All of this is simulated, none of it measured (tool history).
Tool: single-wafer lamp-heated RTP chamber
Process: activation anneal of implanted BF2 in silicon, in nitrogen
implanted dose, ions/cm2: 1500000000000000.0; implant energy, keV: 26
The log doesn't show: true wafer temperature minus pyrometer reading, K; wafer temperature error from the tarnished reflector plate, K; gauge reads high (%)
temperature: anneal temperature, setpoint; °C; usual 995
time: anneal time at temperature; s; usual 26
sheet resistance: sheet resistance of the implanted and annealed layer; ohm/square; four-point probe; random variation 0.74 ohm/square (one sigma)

run,day,temperature,time,wafers since the last listed run,wafers since the last pyrometer calibration,wafers since the reflector plate was cleaned,hours since the gauge calibration,"read-back reference wafer on the same gauge, sheet resistance",sheet resistance
1,0,995,26,0,5370,6885,1512.2,126.08,148.33
# day 2.9: pyrometer window cleaned and pyrometer calibrated
2,6.317,1019,26,2328,1328,9213,1663.8,125.92,126.9
3,9.917,1019,26,1400,2729,10614,1750.2,125.85,125.73
4,13.279,1019,26,1308,4038,11923,1830.9,126.04,123.53
# day 15.762: reflector plate cleaned
5,16.567,988,37,1149,5188,312,1909.8,126.18,150
6,18.454,988,37,734,5922,1047,1955.1,126.04,148.44
# day 19.904: pyrometer window cleaned and pyrometer calibrated
7,19.958,988,37,455,20,1502,1991.2,125.92,155.11
8,22.662,995,26,1052,1073,2555,2056.1,125.9,153.65
9,24.929,995,26,882,1955,3437,2110.5,126.08,151.23
10,28.65,995,26,1448,3403,4885,2199.8,126.22,150.77
11,32.6,995,26,1537,4940,6422,2294.6,126.07,146.43
# day 35.812: gauge calibrated
12,36.171,995,26,1389,6330,7812,8.6,125.99,146.23
13,38.271,995,26,817,7147,8629,59,125.98,143.99
14,40.054,995,26,694,7841,9323,101.8,126.02,143.11
# day 40.762: pyrometer window cleaned and pyrometer calibrated
15,44.329,995,26,1533,1387,10857,204.4,126,148.46
16,47.733,1021,37,1324,2712,12181,286.1,126.06,116.37
# day 49.808: reflector plate cleaned
17,51.779,995,26,1444,4156,766,383.2,126.13,151.13
18,54.479,974,14,1050,5207,1817,448,126.12,188.58
# day 57.488: pyrometer window cleaned and pyrometer calibrated
19,64.7,1015,22,3847,2806,5665,693.3,125.83,132.97
20,67.746,1023,38,1185,3991,6850,766.4,125.96,114.83
21,69.55,988,37,702,4693,7552,809.7,126.09,147.45
22,71.112,1021,37,608,5301,8160,847.2,125.96,115.77
23,72.667,995,38,604,5906,8765,884.5,125.94,136.38
# day 74.129: pyrometer window cleaned and pyrometer calibrated
24,76.5,1008,26,1362,923,10127,976.5,126.17,135.01
25,79.525,979,15,1177,2100,11305,1049.1,125.93,177.56
26,82.65,978,17,1216,3316,12521,1124.1,125.76,173.82
# day 83.046: reflector plate cleaned
27,85.4,995,26,940,4257,916,1190.1,126.1,149.25
28,88.842,1019,14,1339,5596,2255,1272.7,125.98,137.67
29,92.004,995,22,1230,6827,3486,1348.6,125.77,151.13
# day 93.354: pyrometer window cleaned and pyrometer calibrated
30,95.825,1012,35,1357,961,4843,1440.3,125.95,127.52

The same runs without the tool's hidden state, with the same run-to-run variation:
run,sheet resistance
1,156.59
2,130.78
3,131.41
4,130.89
5,156.29
6,155.48
7,156.6
8,156.32
9,154.98
10,156.5
11,154.26
12,156.29
13,155.27
14,155.52
15,155.75
16,122.89
17,156.33
18,195.67
19,137.62
20,119.83
21,156.84
22,122.27
23,146.51
24,141.24
25,188.28
26,187.49
27,155.06
28,143.15
29,160.02
30,129.89
